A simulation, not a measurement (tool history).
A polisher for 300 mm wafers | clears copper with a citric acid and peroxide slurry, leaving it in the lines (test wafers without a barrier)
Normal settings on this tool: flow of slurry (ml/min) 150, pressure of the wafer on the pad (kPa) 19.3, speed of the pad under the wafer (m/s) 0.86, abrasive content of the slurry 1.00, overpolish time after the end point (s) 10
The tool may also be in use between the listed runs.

run	day	flow of slurry (ml/min)	pressure of the wafer on the pad (kPa)	speed of the pad under the wafer (m/s)	abrasive content of the slurry	overpolish time after the end point (s)	incoming thickness of the incoming film, nm	time until the end point was called (s)	dishing of a wide line in a test structure (Å)
1	0.000	150	19.3	0.86	1.00	10	258.4	147.2	121
# day 1.258: worn pad replaced by a new one
2	3.550	150	19.3	0.86	1.00	10	265.9	146.0	122
3	5.733	130	19.3	0.86	1.00	10	261.3	154.4	117
4	10.029	150	19.3	0.86	1.00	10	259.3	147.6	122
5	13.258	150	19.3	0.86	1.00	10	263.2	147.3	118
6	17.329	150	19.3	0.86	1.00	10	260.4	149.0	122
7	20.933	150	19.3	0.86	1.00	14	254.3	144.8	167
# day 22.533: slurry blender recalibrated
8	23.321	150	19.3	0.86	1.00	10	259.9	147.2	123
# day 23.779: head pressure recalibrated
9	27.050	165	19.3	0.86	1.00	10	259.0	141.7	125
10	28.771	150	19.3	0.68	1.00	10	259.0	165.4	108
# day 29.729: slurry nozzle cleaned
11	31.496	150	19.3	0.86	1.00	10	254.2	145.8	122
# day 33.517: worn pad replaced by a new one
12	35.138	150	22.8	0.86	1.00	10	254.8	119.7	142
13	38.042	195	19.3	1.12	1.00	16	257.9	115.5	224
14	40.912	150	19.3	0.86	1.00	10	261.8	149.1	123
15	46.329	150	19.3	0.86	1.00	10	261.7	152.5	118
16	49.133	150	19.3	0.86	1.00	10	257.8	144.1	124
# day 53.096: head pressure recalibrated
17	53.450	150	25.5	0.86	1.00	12	255.3	108.8	187
# day 55.983: slurry blender recalibrated
18	56.183	105	19.3	0.86	1.15	10	259.3	152.5	118
19	59.733	150	19.3	1.04	1.00	12	259.8	126.7	166
20	62.550	110	19.3	0.86	1.25	10	257.5	149.5	123
# day 64.167: slurry nozzle cleaned
# day 65.000: worn pad replaced by a new one
21	65.021	150	19.3	0.86	1.00	10	258.8	145.5	117
22	68.550	175	19.3	0.86	1.00	10	262.1	144.0	124
23	70.512	165	14.5	0.72	1.10	10	262.4	210.0	89
24	72.221	130	26.2	0.78	1.25	10	259.5	108.9	163
25	75.929	150	19.3	0.86	1.00	10	260.1	145.8	123
26	77.521	150	22.1	0.86	1.00	10	260.3	130.1	144
# day 78.838: head pressure recalibrated
27	80.458	150	22.8	0.86	1.00	8	258.3	124.5	114
28	87.050	190	15.9	0.64	1.00	10	259.6	191.0	90

4 options for the next run, each taken on its own from the tool as it stands now. Forecast them:
A	87.071	120	19.3	0.86	1.00	10	262.4	?	?
B	87.071	125	19.3	0.86	1.00	10	262.4	?	?
C	87.071	150	19.3	0.86	1.00	6	262.4	?	?
D	87.071	180	15.9	0.64	0.75	10	262.4	?	?

run	time until the end point was called (s)	dishing of a wide line in a test structure (Å)
A	155.2	118
B	153.7	119
C	147.9	76
D	227.9	82
Without the tool's unlogged condition, the same runs would have read:
run	time until the end point was called (s)	dishing of a wide line in a test structure (Å)
A	155.2	118
B	153.7	119
C	147.9	76
D	227.9	82
